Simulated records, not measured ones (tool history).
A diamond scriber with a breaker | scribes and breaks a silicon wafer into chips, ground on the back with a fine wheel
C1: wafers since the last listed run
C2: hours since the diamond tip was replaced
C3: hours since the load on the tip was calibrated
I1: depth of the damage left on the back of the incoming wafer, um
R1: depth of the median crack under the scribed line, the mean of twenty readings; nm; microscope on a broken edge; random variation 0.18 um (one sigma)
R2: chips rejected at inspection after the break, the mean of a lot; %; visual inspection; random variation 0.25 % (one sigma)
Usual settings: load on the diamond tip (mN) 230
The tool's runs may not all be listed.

Run 1, day 0: usual settings; C1 0; C2 346.6; C3 1032.5; I1 2.25. Result: R1 9140 nm, R2 4.57 %.
Run 2, day 1.012: usual settings; C1 78; C2 370.9; C3 1056.8; I1 2.4. Result: R1 8820 nm, R2 6.05 %.
Run 3, day 1.271: usual settings; C1 19; C2 377.1; C3 1063; I1 2.27. Result: R1 8850 nm, R2 4.16 %.
Run 4, day 1.954: usual settings; C1 52; C2 393.5; C3 1079.4; I1 2.23. Result: R1 8890 nm, R2 4.68 %.
Run 5, day 2.658: usual settings but load on the diamond tip (mN) 182; C1 54; C2 410.4; C3 1096.3; I1 2.6. Result: R1 7750 nm, R2 11.62 %.
Run 6, day 3.246: usual settings but load on the diamond tip (mN) 182; C1 45; C2 424.5; C3 1110.4; I1 2.78. Result: R1 7460 nm, R2 13 %.
Run 7, day 3.779: usual settings but load on the diamond tip (mN) 209; C1 41; C2 437.3; C3 1123.2; I1 2.19. Result: R1 8340 nm, R2 6.51 %.
Run 8, day 4.246: usual settings but load on the diamond tip (mN) 209; C1 36; C2 448.5; C3 1134.4; I1 2.63. Result: R1 8120 nm, R2 8.97 %.
Run 9, day 4.883: usual settings; C1 49; C2 463.8; C3 1149.7; I1 2.76. Result: R1 9000 nm, R2 6.97 %.
Run 10, day 6.004: usual settings; C1 86; C2 490.7; C3 1176.6; I1 2.98. Result: R1 8570 nm, R2 9 %.
Run 11, day 7.483: usual settings; C1 114; C2 526.2; C3 1212.1; I1 2.6. Result: R1 8860 nm, R2 6.57 %.
Run 12, day 8.033: usual settings; C1 42; C2 539.4; C3 1225.3; I1 2.22. Result: R1 8590 nm, R2 4.6 %.
Run 13, day 9.529: usual settings; C1 115; C2 575.3; C3 1261.2; I1 2.08. Result: R1 8210 nm, R2 4.47 %.
Run 14, day 9.838: usual settings but load on the diamond tip (mN) 191; C1 23; C2 582.7; C3 1268.6; I1 2.1. Result: R1 7700 nm, R2 8.59 %.
Run 15, day 10.2: usual settings but load on the diamond tip (mN) 191; C1 28; C2 591.4; C3 1277.3; I1 1.82. Result: R1 7750 nm, R2 7.54 %.
Run 16, day 10.571: usual settings; C1 28; C2 600.3; C3 1286.2; I1 2.97. Result: R1 8480 nm, R2 6.79 %.
Run 17, day 11.062: usual settings; C1 38; C2 612.1; C3 1298; I1 1.67. Result: R1 8500 nm, R2 3.72 %.
Run 18, day 11.429: usual settings; C1 28; C2 620.9; C3 1306.8; I1 2.85. Result: R1 8580 nm, R2 7.62 %.
Run 19, day 11.979: usual settings; C1 42; C2 634.1; C3 1320; I1 1.67. Result: R1 8830 nm, R2 4.17 %.
Run 20, day 12.404: usual settings but load on the diamond tip (mN) 189; C1 32; C2 644.3; C3 1330.2; I1 2.23. Result: R1 7460 nm, R2 9.55 %.
At day 12.754: load on the tip recalibrated.
Run 21, day 12.983: usual settings but load on the diamond tip (mN) 287; C1 38; C2 658.2; C3 5.5; I1 2.81. Result: R1 9990 nm, R2 5.09 %.
Run 22, day 13.375: usual settings but load on the diamond tip (mN) 258; C1 30; C2 667.6; C3 14.9; I1 2.98. Result: R1 9420 nm, R2 6.03 %.
At day 13.625: diamond tip replaced by a new one.
Run 23, day 13.654: usual settings but load on the diamond tip (mN) 260; C1 15; C2 0.7; C3 21.6; I1 2.82. Result: R1 8110 nm, R2 8.59 %.
Run 24, day 14.296: usual settings; C1 49; C2 16.1; C3 37; I1 2.24. Result: R1 7760 nm, R2 8.57 %.
Run 25, day 14.588: usual settings but load on the diamond tip (mN) 163; C1 22; C2 23.1; C3 44; I1 2.05. Result: R1 6430 nm, R2 21.75 %.
Run 26, day 15.538: usual settings; C1 73; C2 45.9; C3 66.8; I1 2.39. Result: R1 7930 nm, R2 10.67 %.
Run 27, day 15.983: usual settings but load on the diamond tip (mN) 281; C1 34; C2 56.6; C3 77.5; I1 1.77. Result: R1 8330 nm, R2 3.84 %.
Run 28, day 16.846: usual settings but load on the diamond tip (mN) 196; C1 66; C2 77.3; C3 98.2; I1 2.42. Result: R1 6900 nm, R2 18.92 %.
Run 29, day 17.425: usual settings but load on the diamond tip (mN) 264; C1 44; C2 91.2; C3 112.1; I1 2.04. Result: R1 8130 nm, R2 7.06 %.
Run 30, day 18.154: usual settings but load on the diamond tip (mN) 168; C1 56; C2 108.7; C3 129.6; I1 2.48. Result: R1 6160 nm, R2 25.7 %.
At day 18.396: diamond tip replaced by a new one, repeated, since the last time left the tool worse.
Run 31, day 18.796: usual settings but load on the diamond tip (mN) 206; C1 43; C2 9.6; C3 145; I1 2.64. Result: R1 8800 nm, R2 5.45 %.
Run 32, day 19.442: usual settings but load on the diamond tip (mN) 289; C1 49; C2 25.1; C3 160.5; I1 2.9. Result: R1 10700 nm, R2 5 %.
Run 33, day 19.775: usual settings but load on the diamond tip (mN) 261; C1 25; C2 33.1; C3 168.5; I1 2.33. Result: R1 10000 nm, R2 3.46 %.
Run 34, day 20.308: usual settings but load on the diamond tip (mN) 197; C1 41; C2 45.9; C3 181.3; I1 1.74. Result: R1 8650 nm, R2 3.84 %.
Run 35, day 20.892: usual settings; C1 45; C2 59.9; C3 195.3; I1 1.51. Result: R1 9290 nm, R2 2.37 %.
Run 36, day 21.175: usual settings; C1 21; C2 66.7; C3 202.1; I1 2.93. Result: R1 9300 nm, R2 6.64 %.
Run 37, day 21.712: usual settings but load on the diamond tip (mN) 290; C1 41; C2 79.6; C3 215; I1 2.03. Result: R1 10780 nm, R2 3.09 %.
Run 38, day 22.288: usual settings but load on the diamond tip (mN) 267; C1 44; C2 93.4; C3 228.8; I1 2.04. Result: R1 9790 nm, R2 2.62 %.

The tool's hidden state at each run:
deviation of the load on the tip from its setpoint, %: 0 in every run
H1: share of the diamond tip's cutting effectiveness lost through wear, %
run    H1
  1  12.7
  2  13.1
  3  13.2
  4  13.4
  5  13.6
  6  13.7
  7  13.9
  8    14
  9  14.2
 10  14.4
 11  14.7
 12  14.8
 13    15
 14    15
 15  15.1
 16  15.1
 17  15.2
 18  15.2
 19  15.3
 20  15.4
 21  15.4
 22  15.5
 23    27
 24  27.9
 25  28.3
 26  29.5
 27    30
 28    31
 29  31.6
 30  32.3
 31  1.88
 32  2.77
 33   3.2
 34  3.87
 35  4.56
 36  4.88
 37  5.47
 38  6.06

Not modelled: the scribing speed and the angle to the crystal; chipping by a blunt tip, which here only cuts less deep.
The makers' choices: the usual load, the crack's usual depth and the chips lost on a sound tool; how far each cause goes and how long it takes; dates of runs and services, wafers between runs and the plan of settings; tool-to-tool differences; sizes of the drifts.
